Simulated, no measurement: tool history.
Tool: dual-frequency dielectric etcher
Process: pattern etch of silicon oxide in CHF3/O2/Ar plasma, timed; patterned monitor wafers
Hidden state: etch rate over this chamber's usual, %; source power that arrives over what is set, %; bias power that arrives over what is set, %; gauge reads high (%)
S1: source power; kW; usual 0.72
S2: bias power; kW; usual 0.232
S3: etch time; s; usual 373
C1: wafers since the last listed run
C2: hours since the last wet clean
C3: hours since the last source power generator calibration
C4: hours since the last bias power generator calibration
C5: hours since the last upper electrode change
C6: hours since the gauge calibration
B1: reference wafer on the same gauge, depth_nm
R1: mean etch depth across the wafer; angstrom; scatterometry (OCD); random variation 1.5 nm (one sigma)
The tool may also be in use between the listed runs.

{"run": 1, "hour": 0.0, "S1": 0.72, "S2": 0.232, "S3": 422.5, "C1": 0, "C2": 348.6, "C3": 1615.3, "C4": 2857.1, "C5": 1721.8, "C6": 832.4, "B1": 869.9, "R1": 9209}
{"run": 2, "hour": 19.3, "S1": 0.72, "S2": 0.232, "S3": 422.5, "C1": 70, "C2": 367.9, "C3": 1634.6, "C4": 2876.4, "C5": 1741.1, "C6": 851.7, "B1": 870.3, "R1": 9190}
{"run": 3, "hour": 44.8, "S1": 0.72, "S2": 0.256, "S3": 458.5, "C1": 92, "C2": 393.4, "C3": 1660.1, "C4": 2901.9, "C5": 1766.6, "C6": 877.2, "B1": 869.6, "R1": 10550}
{"run": 4, "hour": 67.6, "S1": 0.72, "S2": 0.256, "S3": 458.5, "C1": 82, "C2": 416.2, "C3": 1682.9, "C4": 2924.7, "C5": 1789.4, "C6": 900, "B1": 870.3, "R1": 10526}
{"run": 5, "hour": 102.3, "S1": 0.72, "S2": 0.256, "S3": 458.5, "C1": 126, "C2": 450.9, "C3": 1717.6, "C4": 2959.4, "C5": 1824.1, "C6": 934.7, "B1": 870.4, "R1": 10509}
{"run": 6, "hour": 126.7, "S1": 0.72, "S2": 0.245, "S3": 373, "C1": 88, "C2": 475.3, "C3": 1742, "C4": 2983.8, "C5": 1848.5, "C6": 959.1, "B1": 870.5, "R1": 8292}
{"run": 7, "hour": 139.1, "S1": 0.72, "S2": 0.245, "S3": 373, "C1": 45, "C2": 487.7, "C3": 1754.4, "C4": 2996.2, "C5": 1860.9, "C6": 971.5, "B1": 870.2, "R1": 8336}
{"run": 8, "hour": 153.6, "S1": 0.78, "S2": 0.232, "S3": 405.5, "C1": 52, "C2": 502.2, "C3": 1768.9, "C4": 3010.7, "C5": 1875.4, "C6": 986, "B1": 869.4, "R1": 8987}
{"hour": 169.8, "done": "source power generator calibrated"}
{"hour": 178.8, "done": "gauge calibrated"}
{"hour": 200.1, "done": "wet clean of the chamber"}
{"run": 9, "hour": 219.1, "S1": 0.78, "S2": 0.232, "S3": 405.5, "C1": 136, "C2": 19, "C3": 49.3, "C4": 3076.2, "C5": 1940.9, "C6": 40.3, "B1": 870.2, "R1": 9218}
{"run": 10, "hour": 295.0, "S1": 0.72, "S2": 0.232, "S3": 373, "C1": 276, "C2": 94.9, "C3": 125.2, "C4": 3152.1, "C5": 2016.8, "C6": 116.2, "B1": 870, "R1": 8221}
{"hour": 328.9, "done": "bias power generator calibrated"}
{"run": 11, "hour": 390.9, "S1": 0.72, "S2": 0.245, "S3": 373, "C1": 334, "C2": 190.8, "C3": 221.1, "C4": 62, "C5": 2112.7, "C6": 212.1, "B1": 869.5, "R1": 8264}
{"run": 12, "hour": 416.7, "S1": 0.72, "S2": 0.183, "S3": 373, "C1": 93, "C2": 216.6, "C3": 246.9, "C4": 87.8, "C5": 2138.5, "C6": 237.9, "B1": 869.9, "R1": 6961}
{"run": 13, "hour": 447.3, "S1": 0.72, "S2": 0.256, "S3": 458.5, "C1": 111, "C2": 247.2, "C3": 277.5, "C4": 118.4, "C5": 2169.1, "C6": 268.5, "B1": 870.1, "R1": 10381}
{"run": 14, "hour": 468.8, "S1": 0.72, "S2": 0.232, "S3": 373, "C1": 78, "C2": 268.7, "C3": 299, "C4": 139.9, "C5": 2190.6, "C6": 290, "B1": 870.5, "R1": 7977}
{"run": 15, "hour": 503.6, "S1": 0.83, "S2": 0.178, "S3": 373, "C1": 126, "C2": 303.5, "C3": 333.8, "C4": 174.7, "C5": 2225.4, "C6": 324.8, "B1": 870, "R1": 7168}
{"run": 16, "hour": 526.1, "S1": 0.72, "S2": 0.232, "S3": 373, "C1": 81, "C2": 326, "C3": 356.3, "C4": 197.2, "C5": 2247.9, "C6": 347.3, "B1": 869.7, "R1": 7980}
{"hour": 567.1, "done": "upper electrode replaced"}
{"run": 17, "hour": 567.6, "S1": 0.64, "S2": 0.232, "S3": 373, "C1": 63, "C2": 367.5, "C3": 397.8, "C4": 238.7, "C5": 0.5, "C6": 388.8, "B1": 869.5, "R1": 7692}
{"run": 18, "hour": 579.6, "S1": 0.55, "S2": 0.254, "S3": 425, "C1": 43, "C2": 379.5, "C3": 409.8, "C4": 250.7, "C5": 12.5, "C6": 400.8, "B1": 869.7, "R1": 8773}
{"run": 19, "hour": 606.5, "S1": 0.72, "S2": 0.271, "S3": 373, "C1": 97, "C2": 406.4, "C3": 436.7, "C4": 277.6, "C5": 39.4, "C6": 427.7, "B1": 870.1, "R1": 8634}
{"run": 20, "hour": 622.8, "S1": 0.72, "S2": 0.232, "S3": 373, "C1": 59, "C2": 422.7, "C3": 453, "C4": 293.9, "C5": 55.7, "C6": 444, "B1": 869.2, "R1": 7944}
{"hour": 652.1, "done": "wet clean of the chamber"}
{"run": 21, "hour": 652.6, "S1": 0.72, "S2": 0.232, "S3": 373, "C1": 21, "C2": 0.5, "C3": 482.8, "C4": 323.7, "C5": 85.5, "C6": 473.8, "B1": 870.3, "R1": 8109}
{"run": 22, "hour": 661.5, "S1": 0.64, "S2": 0.232, "S3": 463, "C1": 32, "C2": 9.4, "C3": 491.7, "C4": 332.6, "C5": 94.4, "C6": 482.7, "B1": 870.2, "R1": 9688}
{"run": 23, "hour": 678.3, "S1": 0.72, "S2": 0.232, "S3": 373, "C1": 61, "C2": 26.2, "C3": 508.5, "C4": 349.4, "C5": 111.2, "C6": 499.5, "B1": 869.6, "R1": 8103}
{"run": 24, "hour": 704.7, "S1": 0.87, "S2": 0.265, "S3": 406, "C1": 96, "C2": 52.6, "C3": 534.9, "C4": 375.8, "C5": 137.6, "C6": 525.9, "B1": 870.5, "R1": 10082}
{"run": 25, "hour": 737.5, "S1": 0.72, "S2": 0.179, "S3": 373, "C1": 119, "C2": 85.4, "C3": 567.7, "C4": 408.6, "C5": 170.4, "C6": 558.7, "B1": 870.1, "R1": 6945}
{"run": 26, "hour": 765.3, "S1": 0.72, "S2": 0.232, "S3": 325, "C1": 101, "C2": 113.2, "C3": 595.5, "C4": 436.4, "C5": 198.2, "C6": 586.5, "B1": 869.5, "R1": 7026}
{"run": 27, "hour": 784.1, "S1": 0.82, "S2": 0.286, "S3": 407.5, "C1": 68, "C2": 132, "C3": 614.3, "C4": 455.2, "C5": 217, "C6": 605.3, "B1": 869.7, "R1": 10329}
{"run": 28, "hour": 814.1, "S1": 0.72, "S2": 0.232, "S3": 373, "C1": 109, "C2": 162, "C3": 644.3, "C4": 485.2, "C5": 247, "C6": 635.3, "B1": 870, "R1": 8069}
{"run": 29, "hour": 838.1, "S1": 0.8, "S2": 0.2, "S3": 373, "C1": 87, "C2": 186, "C3": 668.3, "C4": 509.2, "C5": 271, "C6": 659.3, "B1": 870.3, "R1": 7652}
{"run": 30, "hour": 851.0, "S1": 0.72, "S2": 0.288, "S3": 457.5, "C1": 46, "C2": 198.9, "C3": 681.2, "C4": 522.1, "C5": 283.9, "C6": 672.2, "B1": 870.1, "R1": 11119}

Some steps in R1 between neighbouring runs. How much of each would the tool show without its hidden state too (settings, what came in, random variation), and how much is left for the hidden state, with any gauge scatter that isn't in both results?
Run 8 -> 9: source power generator calibrated, gauge calibrated, wet clean of the chamber. R1 +231 angstrom: hidden state +229, all else +2.
Run 10 -> 11: S2 0.232 -> 0.245, bias power generator calibrated. R1 +43 angstrom: hidden state -232, all else +275.
Run 12 -> 13: S2 0.183 -> 0.256, S3 373 -> 458.5. R1 +3420 angstrom: hidden state -29, all else +3449.
Run 20 -> 21: wet clean of the chamber. R1 +165 angstrom: hidden state +156, all else +9.
Run 26 -> 27: S1 0.72 -> 0.82, S2 0.232 -> 0.286, S3 325 -> 407.5. R1 +3303 angstrom: hidden state +11, all else +3292.
Run 29 -> 30: S1 0.8 -> 0.72, S2 0.2 -> 0.288, S3 373 -> 457.5. R1 +3467 angstrom: hidden state +10, all else +3457.

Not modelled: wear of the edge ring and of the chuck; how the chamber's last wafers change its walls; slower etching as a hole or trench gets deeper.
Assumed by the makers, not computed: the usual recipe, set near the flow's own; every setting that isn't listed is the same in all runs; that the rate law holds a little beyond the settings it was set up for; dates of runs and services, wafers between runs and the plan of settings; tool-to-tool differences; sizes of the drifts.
